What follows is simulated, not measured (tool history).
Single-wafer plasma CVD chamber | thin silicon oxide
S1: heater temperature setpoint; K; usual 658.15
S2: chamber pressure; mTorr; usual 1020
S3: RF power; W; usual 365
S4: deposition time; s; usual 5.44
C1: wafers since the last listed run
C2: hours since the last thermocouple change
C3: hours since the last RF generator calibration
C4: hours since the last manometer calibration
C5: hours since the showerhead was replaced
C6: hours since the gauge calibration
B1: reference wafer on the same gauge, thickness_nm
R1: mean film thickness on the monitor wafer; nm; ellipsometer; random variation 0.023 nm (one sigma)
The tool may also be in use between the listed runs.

run,day,S1,S2,S3,S4,C1,C2,C3,C4,C5,C6,B1,R1
1,0,658.15,950,365,5.44,0,1854,1673.8,1522,6013.4,380.5,12.7,10.863
2,1.121,658.15,1020,415,4.99,774,1880.9,1700.7,1548.9,6040.3,407.4,12.696,10.962
3,2.496,658.15,1020,415,4.99,950,1913.9,1733.7,1581.9,6073.3,440.4,12.704,10.942
4,3.254,658.15,1020,415,4.99,523,1932.1,1751.9,1600.1,6091.5,458.6,12.7,10.962
5,3.962,658.15,1020,365,5.44,489,1949.1,1768.9,1617.1,6108.5,475.6,12.696,11.585
6,5.379,658.15,1020,365,5.44,978,1983.1,1802.9,1651.1,6142.5,509.6,12.697,11.587
7,6.762,658.15,1020,365,5.44,955,2016.3,1836.1,1684.3,6175.7,542.8,12.693,11.588
# day 7.633: RF generator calibrated
8,7.654,658.15,1020,365,5.44,385,2037.7,0.5,1705.7,6197.1,564.2,12.706,11.828
9,8.267,658.15,1020,365,5.44,423,2052.4,15.2,1720.4,6211.8,578.9,12.696,11.8
# day 9.204: showerhead replaced
10,9.225,658.15,1020,310,6.13,431,2075.4,38.2,1743.4,0.5,601.9,12.701,12.784
11,9.875,658.15,1020,310,6.13,449,2091,53.8,1759,16.1,617.5,12.697,12.797
12,10.942,658.15,1020,350,5.44,737,2116.6,79.4,1784.6,41.7,643.1,12.699,11.637
13,12.317,658.15,1020,365,4.69,950,2149.6,112.4,1817.6,74.7,676.1,12.703,10.095
14,12.971,658.15,1020,365,5.44,452,2165.3,128.1,1833.3,90.4,691.8,12.707,11.727
# day 13.317: thermocouple changed; heater temperature recalibrated
15,14.075,670.15,1170,365,5.83,532,18.2,154.6,1859.8,116.9,718.3,12.7,13.855
16,15.338,653.15,1210,365,5.9,872,48.5,184.9,1890.1,147.2,748.6,12.705,14.5
17,16.392,658.15,1020,365,4.81,728,73.8,210.2,1915.4,172.5,773.9,12.701,10.397
# day 17.867: capacitance manometer re-zeroed and calibrated
# day 18.046: gauge calibrated
18,19.733,658.15,1020,365,5.44,2078,154,290.4,44.8,252.7,40.5,12.701,12.426
19,20.712,658.15,1100,365,6.07,676,177.5,313.9,68.3,276.2,64,12.695,14.529
20,21.546,658.15,1140,395,5.44,575,197.5,333.9,88.3,296.2,84,12.701,13.649
21,22.938,645.15,1020,295,5.44,961,230.9,367.3,121.7,329.6,117.4,12.702,11.792
22,24.1,658.15,1150,365,5.44,803,258.8,395.2,149.6,357.5,145.3,12.704,13.427
23,24.704,645.15,840,335,6.52,417,273.3,409.7,164.1,372,159.8,12.701,12.11
24,25.842,658.15,1020,425,4.52,785,300.6,437,191.4,399.3,187.1,12.694,10.542
25,26.871,671.15,1170,365,5.44,711,325.3,461.7,216.1,424,211.8,12.703,13.423
26,27.429,654.15,880,365,5.44,385,338.7,475.1,229.5,437.4,225.2,12.702,10.723
27,28.592,653.15,1210,365,5.9,803,366.6,503,257.4,465.3,253.1,12.7,14.963
28,29.362,650.15,1020,325,4.78,532,385.1,521.5,275.9,483.8,271.6,12.702,10.482

What the log doesn't show, run by run:
wafer temperature above the value expected at the setpoint (K): 0 in every run
gauge reads high (%): 0 in every run
H1: delivered RF power above the setpoint (%)
H2: true pressure above the setpoint (%)
run,H1,H2
1,-8.59,-5.83
2,-8.61,-5.86
3,-8.64,-5.89
4,-8.65,-5.91
5,-8.66,-5.93
6,-8.68,-5.96
7,-8.7,-5.98
8,-0.239,-6
9,-0.449,-6.01
10,-0.767,-6.03
11,-0.976,-6.04
12,-1.31,-6.06
13,-1.71,-6.09
14,-1.9,-6.1
15,-2.2,-6.11
16,-2.52,-6.13
17,-2.78,-6.15
18,-3.54,0.695
19,-3.74,0.492
20,-3.91,0.325
21,-4.17,0.0563
22,-4.38,-0.159
23,-4.49,-0.267
24,-4.68,-0.465
25,-4.84,-0.637
26,-4.93,-0.728
27,-5.1,-0.912
28,-5.22,-1.03

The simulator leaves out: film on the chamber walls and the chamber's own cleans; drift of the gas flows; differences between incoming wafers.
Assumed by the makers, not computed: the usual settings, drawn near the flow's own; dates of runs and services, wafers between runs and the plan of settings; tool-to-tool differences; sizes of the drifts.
